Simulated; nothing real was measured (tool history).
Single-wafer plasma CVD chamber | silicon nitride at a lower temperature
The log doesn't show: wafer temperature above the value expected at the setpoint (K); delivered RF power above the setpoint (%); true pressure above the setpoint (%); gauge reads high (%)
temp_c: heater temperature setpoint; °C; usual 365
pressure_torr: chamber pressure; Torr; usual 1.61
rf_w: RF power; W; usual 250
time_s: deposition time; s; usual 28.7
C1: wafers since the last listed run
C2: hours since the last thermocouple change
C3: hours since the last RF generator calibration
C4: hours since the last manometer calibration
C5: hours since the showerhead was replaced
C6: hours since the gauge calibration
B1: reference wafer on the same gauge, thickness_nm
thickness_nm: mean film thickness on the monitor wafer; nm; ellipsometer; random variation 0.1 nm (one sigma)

run 1 hour=0.0 | temp_c=365 pressure_torr=1.61 rf_w=250 time_s=28.7 | C1=0 C2=1986.2 C3=1628.4 C4=2455.4 C5=6673.8 C6=85.6 | B1=36.481 | thickness_nm=28.704
run 2 hour=13.0 | temp_c=373 pressure_torr=1.61 rf_w=250 time_s=28.7 | C1=248 C2=1999.2 C3=1641.4 C4=2468.4 C5=6686.8 C6=98.6 | B1=36.482 | thickness_nm=28.567
run 3 hour=27.6 | temp_c=373 pressure_torr=1.61 rf_w=250 time_s=28.7 | C1=279 C2=2013.8 C3=1656.0 C4=2483.0 C5=6701.4 C6=113.2 | B1=36.503 | thickness_nm=28.602
run 4 hour=36.2 | temp_c=365 pressure_torr=1.61 rf_w=250 time_s=27.3 | C1=164 C2=2022.4 C3=1664.6 C4=2491.6 C5=6710.0 C6=121.8 | B1=36.508 | thickness_nm=27.303
run 5 hour=45.5 | temp_c=365 pressure_torr=1.61 rf_w=250 time_s=27.3 | C1=177 C2=2031.7 C3=1673.9 C4=2500.9 C5=6719.3 C6=131.1 | B1=36.487 | thickness_nm=27.205
run 6 hour=63.1 | temp_c=365 pressure_torr=1.93 rf_w=250 time_s=28.7 | C1=336 C2=2049.3 C3=1691.5 C4=2518.5 C5=6736.9 C6=148.7 | B1=36.480 | thickness_nm=29.826
run 7 hour=80.9 | temp_c=365 pressure_torr=1.93 rf_w=250 time_s=28.7 | C1=340 C2=2067.1 C3=1709.3 C4=2536.3 C5=6754.7 C6=166.5 | B1=36.488 | thickness_nm=29.745
run 8 hour=91.8 | temp_c=365 pressure_torr=1.61 rf_w=250 time_s=28.7 | C1=208 C2=2078.0 C3=1720.2 C4=2547.2 C5=6765.6 C6=177.4 | B1=36.488 | thickness_nm=28.535
run 9 hour=106.9 | temp_c=365 pressure_torr=1.61 rf_w=250 time_s=28.7 | C1=288 C2=2093.1 C3=1735.3 C4=2562.3 C5=6780.7 C6=192.5 | B1=36.497 | thickness_nm=28.546
-- hour=119.2 capacitance manometer re-zeroed and calibrated
run 10 hour=119.7 | temp_c=365 pressure_torr=1.61 rf_w=250 time_s=28.7 | C1=91 C2=2105.9 C3=1748.1 C4=0.5 C5=6793.5 C6=205.3 | B1=36.499 | thickness_nm=28.381
run 11 hour=125.2 | temp_c=365 pressure_torr=1.61 rf_w=250 time_s=28.7 | C1=105 C2=2111.4 C3=1753.6 C4=6.0 C5=6799.0 C6=210.8 | B1=36.487 | thickness_nm=28.529
-- hour=130.0 gauge calibrated
-- hour=142.0 showerhead replaced
run 12 hour=142.5 | temp_c=365 pressure_torr=1.61 rf_w=250 time_s=28.7 | C1=177 C2=2128.7 C3=1770.9 C4=23.3 C5=0.5 C6=12.5 | B1=36.472 | thickness_nm=28.525
run 13 hour=155.2 | temp_c=365 pressure_torr=1.61 rf_w=250 time_s=28.7 | C1=242 C2=2141.4 C3=1783.6 C4=36.0 C5=13.2 C6=25.2 | B1=36.488 | thickness_nm=28.581
run 14 hour=167.7 | temp_c=373 pressure_torr=1.61 rf_w=200 time_s=28.7 | C1=239 C2=2153.9 C3=1796.1 C4=48.5 C5=25.7 C6=37.7 | B1=36.486 | thickness_nm=22.407
-- hour=180.7 RF generator calibrated
run 15 hour=181.2 | temp_c=365 pressure_torr=1.61 rf_w=250 time_s=28.7 | C1=105 C2=2167.4 C3=0.5 C4=62.0 C5=39.2 C6=51.2 | B1=36.511 | thickness_nm=30.377
run 16 hour=186.9 | temp_c=350 pressure_torr=1.21 rf_w=280 time_s=24.4 | C1=108 C2=2173.1 C3=6.2 C4=67.7 C5=44.9 C6=56.9 | B1=36.507 | thickness_nm=26.679
-- hour=202.9 thermocouple changed; heater temperature recalibrated
run 17 hour=203.4 | temp_c=361 pressure_torr=1.61 rf_w=250 time_s=30.3 | C1=162 C2=0.5 C3=22.7 C4=84.2 C5=61.4 C6=73.4 | B1=36.522 | thickness_nm=32.100
run 18 hour=209.4 | temp_c=365 pressure_torr=1.61 rf_w=250 time_s=28.7 | C1=114 C2=6.5 C3=28.7 C4=90.2 C5=67.4 C6=79.4 | B1=36.488 | thickness_nm=30.272
run 19 hour=220.2 | temp_c=365 pressure_torr=1.47 rf_w=250 time_s=23.0 | C1=206 C2=17.3 C3=39.5 C4=101.0 C5=78.2 C6=90.2 | B1=36.502 | thickness_nm=23.714
run 20 hour=233.0 | temp_c=377 pressure_torr=1.61 rf_w=295 time_s=28.7 | C1=244 C2=30.1 C3=52.3 C4=113.8 C5=91.0 C6=103.0 | B1=36.505 | thickness_nm=35.090
run 21 hour=258.3 | temp_c=365 pressure_torr=1.61 rf_w=250 time_s=28.7 | C1=483 C2=55.4 C3=77.6 C4=139.1 C5=116.3 C6=128.3 | B1=36.486 | thickness_nm=30.332
run 22 hour=274.3 | temp_c=365 pressure_torr=1.61 rf_w=250 time_s=25.2 | C1=305 C2=71.4 C3=93.6 C4=155.1 C5=132.3 C6=144.3 | B1=36.462 | thickness_nm=26.547
run 23 hour=291.9 | temp_c=365 pressure_torr=1.61 rf_w=225 time_s=28.7 | C1=336 C2=89.0 C3=111.2 C4=172.7 C5=149.9 C6=161.9 | B1=36.530 | thickness_nm=27.363
run 24 hour=300.4 | temp_c=365 pressure_torr=1.24 rf_w=250 time_s=28.7 | C1=162 C2=97.5 C3=119.7 C4=181.2 C5=158.4 C6=170.4 | B1=36.489 | thickness_nm=28.349
run 25 hour=316.5 | temp_c=365 pressure_torr=1.61 rf_w=205 time_s=27.1 | C1=307 C2=113.6 C3=135.8 C4=197.3 C5=174.5 C6=186.5 | B1=36.514 | thickness_nm=23.462
run 26 hour=327.8 | temp_c=365 pressure_torr=1.61 rf_w=250 time_s=28.7 | C1=216 C2=124.9 C3=147.1 C4=208.6 C5=185.8 C6=197.8 | B1=36.547 | thickness_nm=30.167
run 27 hour=334.3 | temp_c=377 pressure_torr=1.61 rf_w=250 time_s=26.6 | C1=124 C2=131.4 C3=153.6 C4=215.1 C5=192.3 C6=204.3 | B1=36.495 | thickness_nm=27.823
run 28 hour=348.0 | temp_c=365 pressure_torr=1.61 rf_w=250 time_s=28.7 | C1=261 C2=145.1 C3=167.3 C4=228.8 C5=206.0 C6=218.0 | B1=36.512 | thickness_nm=30.168
-- hour=352.5 gauge calibrated
run 29 hour=361.7 | temp_c=365 pressure_torr=1.75 rf_w=250 time_s=28.7 | C1=261 C2=158.8 C3=181.0 C4=242.5 C5=219.7 C6=9.2 | B1=36.521 | thickness_nm=30.824

Forecast each of these 4 alternatives for the next run:
run A hour=362.1 | temp_c=365 pressure_torr=1.61 rf_w=250 time_s=24.2 | C1=7 C2=159.2 C3=181.4 C4=242.9 C5=220.1 C6=9.6 | B1=? | thickness_nm=?
run B hour=362.1 | temp_c=365 pressure_torr=1.94 rf_w=205 time_s=26.6 | C1=7 C2=159.2 C3=181.4 C4=242.9 C5=220.1 C6=9.6 | B1=? | thickness_nm=?
run C hour=362.1 | temp_c=365 pressure_torr=1.61 rf_w=250 time_s=24.9 | C1=7 C2=159.2 C3=181.4 C4=242.9 C5=220.1 C6=9.6 | B1=? | thickness_nm=?
run D hour=362.1 | temp_c=358 pressure_torr=1.61 rf_w=250 time_s=28.7 | C1=7 C2=159.2 C3=181.4 C4=242.9 C5=220.1 C6=9.6 | B1=? | thickness_nm=?

run=A B1=36.499 thickness_nm=25.410
run=B B1=36.499 thickness_nm=24.030
run=C B1=36.499 thickness_nm=26.143
run=D B1=36.499 thickness_nm=30.217
Without the tool's hidden state the same runs would have given:
run=A thickness_nm=25.725
run=B thickness_nm=24.344
run=C thickness_nm=26.467
run=D thickness_nm=30.592
